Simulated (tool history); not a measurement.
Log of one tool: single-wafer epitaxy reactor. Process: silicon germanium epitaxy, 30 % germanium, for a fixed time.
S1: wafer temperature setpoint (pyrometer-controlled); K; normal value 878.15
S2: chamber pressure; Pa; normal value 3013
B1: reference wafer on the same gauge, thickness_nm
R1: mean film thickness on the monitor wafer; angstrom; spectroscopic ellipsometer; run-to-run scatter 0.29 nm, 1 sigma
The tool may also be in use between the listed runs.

run    hour      S1    S2      B1      R1
  1       0  871.15  3013  56.646  630.25
  2      53  871.15  3013  56.617  630.97
  3    94.9  871.15  3013  56.546  634.35
  4   163.9  878.15  3013  56.642   714.7
  5   204.8  878.15  3013  56.617  710.83
  6     239  878.15  3013  56.615  712.28
      385.8  -- pyrometer calibrated
  7   397.7  878.15  3013  56.633  693.51
  8   465.4  878.15  3173  56.686  712.22
      471.1  -- gauge calibrated
      488.8  -- showerhead replaced
  9   508.4  878.15  3173  56.605  709.74
 10   621.6  878.15  3013  56.647  689.47
 11   658.2  872.15  3013  56.572  627.81
      686.5  -- capacitance manometer re-zeroed and calibrated
 12   727.8  872.15  3013  56.449  605.97
 13   782.3  872.15  3413  56.587   644.6
 14   822.4  878.15  3013  56.598  671.19
 15     865  868.15  3013  56.731  570.51
 16   908.6  874.15  3013  56.623  627.04
 17   966.6  874.15  3706  56.487  693.32
 18  1003.7  868.15  3346  56.569  607.57
 19  1065.7  891.15  3533  56.652   886.9
 20  1104.2  872.15  3546  56.571   659.5
 21  1137.4  873.15  3386  56.587  656.72
 22  1164.9  891.15  2786  56.639  791.57
 23  1331.2  889.15  3506  56.656  861.47
 24  1375.4  872.15  3013  56.598  618.38
 25  1445.6  887.15  2560  56.556  721.04
 26  1486.8  878.15  2320  56.678  593.67
 27  1521.7  872.15  3013  56.713  612.54
 28  1593.3  892.15  3346  56.704  890.38
 29  1640.5  878.15  3013  56.566  682.66
 30  1702.9  890.15  3613  56.609  900.22
 31  1767.2  891.15  3013  56.681  837.12
 32  1818.7  869.15  3733  56.581  652.15
 33  1864.3  889.15  3413   56.64  869.85
 34    1953  878.15  3013  56.575  686.57

Pick out some run-to-run changes in R1. Of each, how much would a tool without hidden state show as well, from the settings, what came in and chance, and how much is left for the hidden state and any gauge scatter not in both results compared?
The tool's hidden condition here consists of: wafer temperature above the value expected at the setpoint (K); true pressure above the setpoint (%); gauge reads high (%).
Run 6 -> 7: pyrometer calibrated. R1 -18.77 angstrom: hidden state -19.78, all else +1.01.
Run 11 -> 12: capacitance manometer re-zeroed and calibrated. R1 -21.84 angstrom: hidden state -23.87, all else +2.03.
Run 18 -> 19: S1 868.15 -> 891.15, S2 3346 -> 3533. R1 +279.33 angstrom: hidden state +3.22, all else +276.11.
Run 23 -> 24: S1 889.15 -> 872.15, S2 3506 -> 3013. R1 -243.09 angstrom: hidden state -2.87, all else -240.22.
Run 27 -> 28: S1 872.15 -> 892.15, S2 3013 -> 3346. R1 +277.84 angstrom: hidden state +6.48, all else +271.36.
